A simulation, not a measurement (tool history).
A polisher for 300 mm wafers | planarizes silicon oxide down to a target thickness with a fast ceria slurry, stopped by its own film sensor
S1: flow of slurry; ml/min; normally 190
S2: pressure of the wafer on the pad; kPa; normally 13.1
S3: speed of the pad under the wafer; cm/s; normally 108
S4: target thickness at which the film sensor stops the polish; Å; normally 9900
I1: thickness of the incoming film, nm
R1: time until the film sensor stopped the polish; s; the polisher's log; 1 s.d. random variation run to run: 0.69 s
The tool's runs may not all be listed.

run	hour	S1	S2	S3	S4	I1	R1
1	0	190	13.1	108	9900	1740.1	61.6
2	16.2	190	13.1	108	9900	1735.8	61.6
3	46	190	13.1	108	9900	1769.1	65.2
4	70.6	190	13.1	128	9900	1743	51.9
# hour 79.5: worn pad replaced by a new one
5	105.3	190	13.1	108	9900	1724.1	60.9
6	132.2	190	13.1	108	9900	1742	63.3
7	145.4	190	13.1	108	9900	1737.5	61.8
8	173.4	190	13.1	108	9900	1768.5	64.2
9	207.2	190	13.1	108	9900	1718.2	60.7
10	242.8	190	13.1	108	9900	1714.7	60.3
# hour 265.4: slurry nozzle cleaned
11	270.4	190	13.1	108	9900	1712.5	59.2
# hour 300.7: worn pad replaced by a new one
12	301.2	190	13.1	98	9900	1723.8	66.1
13	325.1	190	13.1	98	9900	1748.2	70.4
14	338.2	190	13.1	98	9900	1729.3	67.7
15	364.2	190	13.1	108	9900	1714.9	60.5
16	391.6	190	13.1	108	9900	1730.7	60.9
17	405.8	205	17.9	108	9900	1735.7	44.3
18	430.7	190	13.1	108	9900	1740.9	63
19	455.7	225	15.2	82	9900	1722	68.4
# hour 487.8: head pressure recalibrated
20	488.3	165	15.2	74	9900	1731.6	79.6
21	509.3	190	13.1	108	9900	1734.7	62
22	522	240	9	108	11440	1774.9	75
# hour 530.8: worn pad replaced by a new one
23	548.4	230	13.1	80	7370	1719.6	108
24	563.4	155	11	136	9900	1760.5	61
25	582.8	190	13.1	98	9900	1756.2	68.9
# hour 607.8: slurry nozzle cleaned
26	608.3	170	9	128	8850	1750.3	91.8
27	634.4	190	13.1	118	9900	1756.9	58.4
28	664.9	190	13.1	108	9900	1738.1	62
29	691.2	190	13.1	108	9900	1727.6	61.7
30	723.4	190	13.1	108	9900	1708.3	59.6
# hour 739.2: worn pad replaced by a new one
31	747.9	190	15.9	130	9900	1723.4	41.5
32	768	190	13.1	108	9900	1732.4	61.8
33	789.2	190	9.7	108	9900	1718.2	82.9
34	805.9	190	13.1	94	9900	1725.3	70.5
35	838.1	250	13.1	108	9900	1721.6	59.1
36	859.8	190	13.1	118	7900	1744.6	71

Run-by-run hidden state of the tool:
removal rate lost through wear of the pad, %: 0, the same for each run
slurry flow missing at the pad, %: 0, the same for each run
deviation of the head's pressure from its setpoint, %: 0, the same for each run

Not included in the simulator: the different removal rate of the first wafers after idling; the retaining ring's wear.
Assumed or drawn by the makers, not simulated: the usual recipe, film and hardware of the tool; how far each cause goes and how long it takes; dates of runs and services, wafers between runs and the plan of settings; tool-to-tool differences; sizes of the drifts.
